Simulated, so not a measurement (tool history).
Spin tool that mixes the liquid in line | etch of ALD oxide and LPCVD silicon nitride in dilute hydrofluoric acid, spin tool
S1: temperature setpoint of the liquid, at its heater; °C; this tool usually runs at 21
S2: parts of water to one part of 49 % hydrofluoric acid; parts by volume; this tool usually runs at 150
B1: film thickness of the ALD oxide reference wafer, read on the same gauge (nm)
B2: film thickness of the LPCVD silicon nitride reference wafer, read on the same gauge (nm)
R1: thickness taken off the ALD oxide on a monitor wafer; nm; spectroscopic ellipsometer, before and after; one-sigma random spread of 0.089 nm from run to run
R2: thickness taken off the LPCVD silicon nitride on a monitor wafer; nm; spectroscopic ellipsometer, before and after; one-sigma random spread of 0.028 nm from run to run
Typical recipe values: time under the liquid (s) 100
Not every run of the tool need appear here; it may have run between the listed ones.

run 1 hour=0 | S1=19 S2=150 time_under_the_liquid_(s)=65 | B1=60.02 B2=130 | R1=8.74 R2=0.209
run 2 hour=31.1 | S1=21 S2=150 time_under_the_liquid_(s)=100 | B1=60.01 B2=129.991 | R1=14.42 R2=0.346
run 3 hour=53.9 | S1=21 S2=150 time_under_the_liquid_(s)=100 | B1=60.01 B2=130.007 | R1=14.48 R2=0.343
run 4 hour=81.3 | S1=21 S2=190 time_under_the_liquid_(s)=100 | B1=60.01 B2=130.012 | R1=10.85 R2=0.294
run 5 hour=106.2 | S1=21 S2=150 time_under_the_liquid_(s)=100 | B1=60 B2=129.996 | R1=14.45 R2=0.267
run 6 hour=133.5 | S1=24.5 S2=120 time_under_the_liquid_(s)=100 | B1=60.02 B2=130 | R1=21.53 R2=0.568
run 7 hour=161.6 | S1=24 S2=110 time_under_the_liquid_(s)=135 | B1=60.01 B2=130.006 | R1=31.74 R2=0.822
run 8 hour=190.9 | S1=18.5 S2=150 time_under_the_liquid_(s)=100 | B1=60 B2=130.011 | R1=13.14 R2=0.306
run 9 hour=215.5 | S1=21 S2=185 time_under_the_liquid_(s)=150 | B1=60 B2=130.008 | R1=17.11 R2=0.445
-- hour=232.7 hydrofluoric acid flow meter replaced
run 10 hour=237.7 | S1=25.5 S2=210 time_under_the_liquid_(s)=135 | B1=59.98 B2=130.008 | R1=15.39 R2=0.457
run 11 hour=270.1 | S1=21 S2=150 time_under_the_liquid_(s)=100 | B1=60.01 B2=130.003 | R1=14.62 R2=0.32
run 12 hour=294.2 | S1=21 S2=150 time_under_the_liquid_(s)=100 | B1=59.99 B2=129.985 | R1=14.63 R2=0.344
run 13 hour=320.4 | S1=21 S2=150 time_under_the_liquid_(s)=140 | B1=60 B2=129.99 | R1=20.42 R2=0.546
run 14 hour=335.6 | S1=21 S2=130 time_under_the_liquid_(s)=45 | B1=60.01 B2=129.995 | R1=7.82 R2=0.166
-- hour=346.3 thermometer replaced
run 15 hour=361.7 | S1=21 S2=150 time_under_the_liquid_(s)=100 | B1=59.99 B2=129.981 | R1=13.14 R2=0.274
run 16 hour=385.7 | S1=25.5 S2=150 time_under_the_liquid_(s)=100 | B1=60.03 B2=129.979 | R1=15.64 R2=0.444
run 17 hour=419.9 | S1=21 S2=150 time_under_the_liquid_(s)=100 | B1=60 B2=130.013 | R1=13.06 R2=0.269
run 18 hour=440.5 | S1=23.5 S2=150 time_under_the_liquid_(s)=100 | B1=60.03 B2=129.973 | R1=14.33 R2=0.322
run 19 hour=468.1 | S1=23.5 S2=90 time_under_the_liquid_(s)=155 | B1=60.02 B2=129.979 | R1=39.99 R2=0.856
run 20 hour=480.5 | S1=25 S2=185 time_under_the_liquid_(s)=65 | B1=59.99 B2=130.001 | R1=7.72 R2=0.19
run 21 hour=501.8 | S1=21 S2=215 time_under_the_liquid_(s)=135 | B1=59.99 B2=130.013 | R1=11.59 R2=0.346
run 22 hour=535 | S1=21 S2=85 time_under_the_liquid_(s)=75 | B1=59.97 B2=129.996 | R1=18.71 R2=0.391
run 23 hour=556.9 | S1=21 S2=150 time_under_the_liquid_(s)=100 | B1=59.97 B2=129.984 | R1=13.32 R2=0.28
run 24 hour=591 | S1=19 S2=195 time_under_the_liquid_(s)=140 | B1=59.99 B2=129.985 | R1=12.5 R2=0.304
run 25 hour=642.8 | S1=22.5 S2=80 time_under_the_liquid_(s)=100 | B1=60 B2=130.012 | R1=28.5 R2=0.629
run 26 hour=670.5 | S1=21 S2=150 time_under_the_liquid_(s)=100 | B1=59.99 B2=130.001 | R1=13.27 R2=0.268
run 27 hour=684.2 | S1=21 S2=210 time_under_the_liquid_(s)=40 | B1=60 B2=129.992 | R1=3.57 R2=0.068

Here are 3 independent what-if runs from the current tool condition. What would each one return?
run A hour=684.6 | S1=21 S2=150 time_under_the_liquid_(s)=100 | B1=? B2=? | R1=? R2=?
run B hour=684.6 | S1=21 S2=195 time_under_the_liquid_(s)=135 | B1=? B2=? | R1=? R2=?
run C hour=684.6 | S1=18.5 S2=200 time_under_the_liquid_(s)=125 | B1=? B2=? | R1=? R2=?

run=A B1=59.99 B2=130.009 R1=13.34 R2=0.277
run=B B1=59.99 B2=130.009 R1=13.22 R2=0.289
run=C B1=59.99 B2=130.009 R1=10.78 R2=0.222
Had the tool no hidden state, the same runs would have come out as:
run=A R1=13.13 R2=0.269
run=B R1=13.01 R2=0.281
run=C R1=10.61 R2=0.216

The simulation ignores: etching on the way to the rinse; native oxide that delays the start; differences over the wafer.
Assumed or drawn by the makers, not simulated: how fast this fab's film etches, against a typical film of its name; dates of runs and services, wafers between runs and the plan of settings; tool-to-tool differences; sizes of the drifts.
